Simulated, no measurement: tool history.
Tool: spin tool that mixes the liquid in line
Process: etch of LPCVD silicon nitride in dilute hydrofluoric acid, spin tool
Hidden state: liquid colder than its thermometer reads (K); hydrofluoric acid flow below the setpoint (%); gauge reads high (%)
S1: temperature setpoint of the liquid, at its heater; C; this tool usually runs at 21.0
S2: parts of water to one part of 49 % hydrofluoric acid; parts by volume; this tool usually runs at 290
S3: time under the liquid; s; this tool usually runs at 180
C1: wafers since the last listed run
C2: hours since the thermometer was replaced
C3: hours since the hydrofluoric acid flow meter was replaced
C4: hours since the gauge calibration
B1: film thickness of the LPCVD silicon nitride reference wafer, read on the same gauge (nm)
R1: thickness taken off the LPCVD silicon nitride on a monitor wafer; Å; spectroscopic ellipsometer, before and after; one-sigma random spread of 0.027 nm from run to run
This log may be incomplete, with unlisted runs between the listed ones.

Run 1, hour 0.0: usual settings but S2 220 parts by volume; C1 0; C2 800.0; C3 658.2; C4 407.6; B1 110.023. Result: R1 3.12 Å.
Run 2, hour 87.3: usual settings but S2 175 parts by volume, S3 240 s; C1 541; C2 887.3; C3 745.5; C4 494.9; B1 109.997. Result: R1 4.28 Å.
Run 3, hour 139.2: usual settings but S2 215 parts by volume; C1 321; C2 939.2; C3 797.4; C4 546.8; B1 109.979. Result: R1 3.23 Å.
Run 4, hour 191.9: usual settings but S2 215 parts by volume; C1 326; C2 991.9; C3 850.1; C4 599.5; B1 109.989. Result: R1 3.00 Å.
Run 5, hour 270.5: usual settings but S2 215 parts by volume; C1 487; C2 1070.5; C3 928.7; C4 678.1; B1 109.983. Result: R1 3.22 Å.
At hour 286.6: thermometer replaced.
Run 6, hour 329.7: usual settings but S2 210 parts by volume, S3 220 s; C1 360; C2 43.1; C3 987.9; C4 737.3; B1 110.043. Result: R1 2.97 Å.
Run 7, hour 377.7: usual settings but S2 210 parts by volume, S3 220 s; C1 297; C2 91.1; C3 1035.9; C4 785.3; B1 109.966. Result: R1 3.30 Å.
Run 8, hour 428.0: usual settings but S3 215 s; C1 311; C2 141.4; C3 1086.2; C4 835.6; B1 110.022. Result: R1 2.55 Å.
Run 9, hour 510.5: usual settings but S3 215 s; C1 511; C2 223.9; C3 1168.7; C4 918.1; B1 109.985. Result: R1 2.41 Å.
Run 10, hour 547.0: usual settings but S1 25.0 C; C1 226; C2 260.4; C3 1205.2; C4 954.6; B1 109.973. Result: R1 2.28 Å.
Run 11, hour 649.6: usual settings but S1 18.0 C, S3 210 s; C1 636; C2 363.0; C3 1307.8; C4 1057.2; B1 110.012. Result: R1 1.59 Å.
Run 12, hour 717.1: usual settings but S1 18.0 C, S3 210 s; C1 418; C2 430.5; C3 1375.3; C4 1124.7; B1 110.004. Result: R1 2.15 Å.
Run 13, hour 991.9: usual settings but S1 18.0 C, S3 210 s; C1 1703; C2 705.3; C3 1650.1; C4 1399.5; B1 109.987. Result: R1 2.32 Å.
Run 14, hour 1081.4: usual settings but S1 24.0 C; C1 554; C2 794.8; C3 1739.6; C4 1489.0; B1 110.028. Result: R1 2.53 Å.
At hour 1102.7: hydrofluoric acid flow meter replaced.
Run 15, hour 1117.4: usual settings but S2 385 parts by volume; C1 216; C2 830.8; C3 14.7; C4 1525.0; B1 109.981. Result: R1 1.64 Å.
Run 16, hour 1180.8: usual settings but S1 17.0 C, S2 240 parts by volume; C1 393; C2 894.2; C3 78.1; C4 1588.4; B1 109.931. Result: R1 2.15 Å.
Run 17, hour 1266.4: usual settings but S1 23.0 C, S3 150 s; C1 530; C2 979.8; C3 163.7; C4 1674.0; B1 110.022. Result: R1 2.50 Å.
At hour 1270.7: thermometer replaced.
At hour 1296.6: gauge calibrated.
Run 18, hour 1368.2: usual settings but S2 415 parts by volume, S3 70 s; C1 624; C2 97.5; C3 265.5; C4 71.6; B1 109.989. Result: R1 0.69 Å.
Run 19, hour 1458.8: usual settings but S1 24.5 C; C1 561; C2 188.1; C3 356.1; C4 162.2; B1 110.022. Result: R1 3.22 Å.
Run 20, hour 1521.8: usual settings; C1 390; C2 251.1; C3 419.1; C4 225.2; B1 109.957. Result: R1 1.92 Å.
Run 21, hour 1624.5: usual settings but S1 18.5 C, S3 220 s; C1 636; C2 353.8; C3 521.8; C4 327.9; B1 110.010. Result: R1 2.37 Å.
Run 22, hour 1665.5: usual settings but S1 17.5 C, S2 235 parts by volume; C1 254; C2 394.8; C3 562.8; C4 368.9; B1 109.992. Result: R1 2.13 Å.
Run 23, hour 1736.1: usual settings; C1 437; C2 465.4; C3 633.4; C4 439.5; B1 109.972. Result: R1 1.96 Å.
Run 24, hour 1797.9: usual settings but S2 225 parts by volume, S3 265 s; C1 383; C2 527.2; C3 695.2; C4 501.3; B1 110.012. Result: R1 3.49 Å.
Run 25, hour 1894.4: usual settings but S1 19.0 C, S2 195 parts by volume, S3 240 s; C1 598; C2 623.7; C3 791.7; C4 597.8; B1 110.011. Result: R1 4.60 Å.
Run 26, hour 1965.9: usual settings but S1 24.5 C, S2 395 parts by volume, S3 130 s; C1 443; C2 695.2; C3 863.2; C4 669.3; B1 109.992. Result: R1 1.52 Å.
Run 27, hour 2009.3: usual settings but S1 18.5 C; C1 269; C2 738.6; C3 906.6; C4 712.7; B1 110.006. Result: R1 1.66 Å.
Run 28, hour 2060.3: usual settings but S1 18.0 C, S3 210 s; C1 316; C2 789.6; C3 957.6; C4 763.7; B1 109.988. Result: R1 1.96 Å.
At hour 2136.1: thermometer replaced.
Run 29, hour 2167.0: usual settings but S1 25.5 C, S2 435 parts by volume; C1 655; C2 30.9; C3 1064.3; C4 870.4; B1 110.018. Result: R1 2.09 Å.
Run 30, hour 2243.5: usual settings but S1 19.0 C, S2 435 parts by volume, S3 140 s; C1 474; C2 107.4; C3 1140.8; C4 946.9; B1 110.048. Result: R1 0.93 Å.

Run 31 is up next; what results do you expect?
Run 31, hour 2305.9: usual settings but S2 155 parts by volume; C1 386; C2 169.8; C3 1203.2; C4 1009.3; B1 ?. Result: R1 ?.

{"run 31": {"B1": 110.009, "R1": 4.49}}
The same run, on a tool lacking any hidden state, would have yielded R1 4.49 Å.

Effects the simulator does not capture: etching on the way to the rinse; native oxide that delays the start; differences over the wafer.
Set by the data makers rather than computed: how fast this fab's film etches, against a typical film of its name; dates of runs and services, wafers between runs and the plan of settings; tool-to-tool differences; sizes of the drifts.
